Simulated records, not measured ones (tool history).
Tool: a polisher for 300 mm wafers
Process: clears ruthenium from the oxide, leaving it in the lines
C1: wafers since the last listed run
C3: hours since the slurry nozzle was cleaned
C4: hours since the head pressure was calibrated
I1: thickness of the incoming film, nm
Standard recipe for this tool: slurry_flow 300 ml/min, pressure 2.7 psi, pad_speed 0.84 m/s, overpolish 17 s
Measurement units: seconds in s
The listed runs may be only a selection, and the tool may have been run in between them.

Run 1, day 0: usual settings but overpolish 20 s; C1 0; wafers polished on this pad 739; C3 152.4; C4 621.5; I1 117.4. Result: seconds 93.9 s.
Run 2, day 1.946: usual settings but overpolish 20 s; C1 401; wafers polished on this pad 1141; C3 199.1; C4 668.2; I1 120.8. Result: seconds 97.2 s.
Run 3, day 4.762: usual settings; C1 581; wafers polished on this pad 1723; C3 266.7; C4 735.8; I1 119.5. Result: seconds 96.1 s.
Run 4, day 7.65: usual settings; C1 596; wafers polished on this pad 2319; C3 336; C4 805.1; I1 119.1. Result: seconds 95 s.
Run 5, day 9.433: usual settings; C1 368; wafers polished on this pad 2688; C3 378.8; C4 847.9; I1 120. Result: seconds 95.6 s.
Run 6, day 10.567: usual settings; C1 234; wafers polished on this pad 2922; C3 406; C4 875.1; I1 119.2. Result: seconds 96.1 s.
At day 11.554: slurry nozzle cleaned.
Run 7, day 11.979: usual settings; C1 283; wafers polished on this pad 3205; C3 10.2; C4 909; I1 117.6. Result: seconds 88.9 s.
Run 8, day 14.408: usual settings; C1 501; wafers polished on this pad 3706; C3 68.5; C4 967.3; I1 119. Result: seconds 89.2 s.
At day 14.892: worn pad replaced by a new one.
Run 9, day 16.071: usual settings; C1 308; wafers polished on this pad 243; C3 108.4; C4 1007.2; I1 118.8. Result: seconds 91.8 s.
Run 10, day 18.171: usual settings; C1 433; wafers polished on this pad 676; C3 158.8; C4 1057.6; I1 118.9. Result: seconds 90 s.
Run 11, day 19.175: usual settings; C1 207; wafers polished on this pad 884; C3 182.9; C4 1081.7; I1 120.6. Result: seconds 95.5 s.
Run 12, day 20.229: usual settings; C1 217; wafers polished on this pad 1102; C3 208.2; C4 1107; I1 118.6. Result: seconds 94.6 s.
Run 13, day 21.696: usual settings but pressure 3 psi, overpolish 12 s; C1 302; wafers polished on this pad 1405; C3 243.4; C4 1142.2; I1 121.8. Result: seconds 86.8 s.
Run 14, day 24.592: usual settings but pressure 3 psi, overpolish 12 s; C1 598; wafers polished on this pad 2003; C3 312.9; C4 1211.7; I1 120.9. Result: seconds 87.8 s.
Run 15, day 25.625: usual settings; C1 213; wafers polished on this pad 2216; C3 337.7; C4 1236.5; I1 120.5. Result: seconds 92.6 s.
Run 16, day 26.704: usual settings; C1 222; wafers polished on this pad 2439; C3 363.6; C4 1262.4; I1 118.4. Result: seconds 90.1 s.
Run 17, day 28.433: usual settings but slurry_flow 380 ml/min, pressure 3.5 psi, pad_speed 0.58 m/s, overpolish 7 s; C1 357; wafers polished on this pad 2796; C3 405.1; C4 1303.9; I1 121. Result: seconds 98.9 s.
At day 30.8: slurry nozzle cleaned.
Run 18, day 30.962: usual settings but slurry_flow 355 ml/min, pad_speed 0.58 m/s; C1 513; wafers polished on this pad 3310; C3 3.9; C4 1364.6; I1 120.2. Result: seconds 115.5 s.
At day 31.696: worn pad replaced by a new one.
Run 19, day 32.875: usual settings but pressure 2 psi; C1 360; wafers polished on this pad 243; C3 49.8; C4 1410.5; I1 119.4. Result: seconds 113.1 s.
Run 20, day 34.508: usual settings but slurry_flow 395 ml/min, pad_speed 1 m/s, overpolish 10 s; C1 337; wafers polished on this pad 580; C3 89; C4 1449.7; I1 120.6. Result: seconds 73.5 s.
Run 21, day 35.717: usual settings; C1 249; wafers polished on this pad 830; C3 118; C4 1478.7; I1 120.9. Result: seconds 90.3 s.
At day 36.267: head pressure recalibrated.
Run 22, day 37.538: usual settings; C1 358; wafers polished on this pad 1188; C3 161.7; C4 30.5; I1 118.6. Result: seconds 94.7 s.
Run 23, day 39.067: usual settings but slurry_flow 240 ml/min, pad_speed 0.96 m/s, overpolish 24 s; C1 315; wafers polished on this pad 1504; C3 198.4; C4 67.2; I1 120.4. Result: seconds 88.6 s.
Run 24, day 40.817: usual settings; C1 361; wafers polished on this pad 1866; C3 240.4; C4 109.2; I1 120.4. Result: seconds 95.9 s.
Run 25, day 43.517: usual settings but slurry_flow 245 ml/min, pad_speed 0.94 m/s, overpolish 10 s; C1 557; wafers polished on this pad 2423; C3 305.2; C4 174; I1 118.7. Result: seconds 90.1 s.
Run 26, day 45.229: usual settings but pressure 3.4 psi; C1 353; wafers polished on this pad 2777; C3 346.3; C4 215.1; I1 119.9. Result: seconds 79.6 s.
Run 27, day 47.258: usual settings but slurry_flow 375 ml/min, pressure 3 psi, overpolish 13 s; C1 419; wafers polished on this pad 3196; C3 395; C4 263.8; I1 120. Result: seconds 88.9 s.
Run 28, day 48.4: usual settings but slurry_flow 335 ml/min, pressure 2.2 psi, pad_speed 0.66 m/s, overpolish 22 s; C1 235; wafers polished on this pad 3432; C3 422.4; C4 291.2; I1 119.2. Result: seconds 135.7 s.
At day 49.167: worn pad replaced by a new one.
Run 29, day 50.642: usual settings but slurry_flow 355 ml/min, pad_speed 0.94 m/s, overpolish 11 s; C1 428; wafers polished on this pad 304; C3 476.2; C4 345; I1 119.6. Result: seconds 89.6 s.
At day 52.804: slurry nozzle cleaned.
Run 30, day 52.904: usual settings; C1 458; wafers polished on this pad 763; C3 2.4; C4 399.3; I1 119.3. Result: seconds 93.1 s.
Run 31, day 54.2: usual settings but slurry_flow 330 ml/min, pressure 2.4 psi, pad_speed 0.54 m/s, overpolish 9 s; C1 267; wafers polished on this pad 1030; C3 33.5; C4 430.4; I1 121.2. Result: seconds 143.6 s.
Run 32, day 55.946: usual settings but slurry_flow 215 ml/min; C1 360; wafers polished on this pad 1391; C3 75.4; C4 472.3; I1 118.9. Result: seconds 97.5 s.
Run 33, day 58.204: usual settings; C1 466; wafers polished on this pad 1857; C3 129.6; C4 526.5; I1 120.8. Result: seconds 96.5 s.
Run 34, day 60.1: usual settings but slurry_flow 215 ml/min, pressure 2.4 psi, pad_speed 0.6 m/s, overpolish 21 s; C1 391; wafers polished on this pad 2249; C3 175.1; C4 572; I1 120.6. Result: seconds 141.7 s.
Run 35, day 61.675: usual settings but pressure 1.8 psi, overpolish 26 s; C1 325; wafers polished on this pad 2574; C3 212.9; C4 609.8; I1 119.9. Result: seconds 129.2 s.
Run 36, day 63.979: usual settings but pressure 3.4 psi, pad_speed 0.6 m/s, overpolish 13 s; C1 475; wafers polished on this pad 3050; C3 268.2; C4 665.1; I1 119.9. Result: seconds 102.7 s.
At day 64.754: worn pad replaced by a new one.
Run 37, day 67.792: usual settings but slurry_flow 395 ml/min, overpolish 20 s; C1 752; wafers polished on this pad 627; C3 359.7; C4 756.6; I1 118.9. Result: seconds 93.1 s.
Run 38, day 70.525: usual settings but overpolish 8 s; C1 564; wafers polished on this pad 1192; C3 425.3; C4 822.2; I1 119.2. Result: seconds 96.7 s.

How the hidden state differs across the entries between the runs, from the last listed run before each to the first after it:
Run 6 -> run 7: slurry nozzle cleaned (day 11.554)
  slurry flow missing at the pad, %: 39.7 -> 2.84; deviation of the head's pressure from its setpoint, %: 3.66 -> 3.99
  measured less the result without the state, seconds: +3.2 -> -2.5 s
Run 8 -> run 9: worn pad replaced by a new one (day 14.892)
  slurry flow missing at the pad, %: 7.79 -> 11.2; deviation of the head's pressure from its setpoint, %: 4.59 -> 5.02
  measured less the result without the state, seconds: -2.5 -> -2.5 s
Run 17 -> run 18: slurry nozzle cleaned (day 30.8)
  slurry flow missing at the pad, %: 36.4 -> 1.13; deviation of the head's pressure from its setpoint, %: 8.76 -> 9.64
  measured less the result without the state, seconds: -2.3 -> -8.7 s
Run 18 -> run 19: worn pad replaced by a new one (day 31.696)
  slurry flow missing at the pad, %: 1.13 -> 5.03; deviation of the head's pressure from its setpoint, %: 9.64 -> 10.3
  measured less the result without the state, seconds: -8.7 -> -8.5 s
Run 21 -> run 22: head pressure recalibrated (day 36.267)
  slurry flow missing at the pad, %: 10.8 -> 14.5; deviation of the head's pressure from its setpoint, %: 11.4 -> -0.86
  measured less the result without the state, seconds: -7 -> +2.1 s
Run 28 -> run 29: worn pad replaced by a new one (day 49.167)
  slurry flow missing at the pad, %: 36.7 -> 41.2; deviation of the head's pressure from its setpoint, %: -0.403 -> -0.216
  measured less the result without the state, seconds: +7 -> +5 s
Run 29 -> run 30: slurry nozzle cleaned (day 52.804)
  slurry flow missing at the pad, %: 41.2 -> 6; deviation of the head's pressure from its setpoint, %: -0.216 -> 0.00438
  measured less the result without the state, seconds: +5 -> +0.5 s
Run 36 -> run 37: worn pad replaced by a new one (day 64.754)
  slurry flow missing at the pad, %: 28.6 -> 36.3; deviation of the head's pressure from its setpoint, %: 1.55 -> 2.26
  measured less the result without the state, seconds: +2.6 -> +2.2 s

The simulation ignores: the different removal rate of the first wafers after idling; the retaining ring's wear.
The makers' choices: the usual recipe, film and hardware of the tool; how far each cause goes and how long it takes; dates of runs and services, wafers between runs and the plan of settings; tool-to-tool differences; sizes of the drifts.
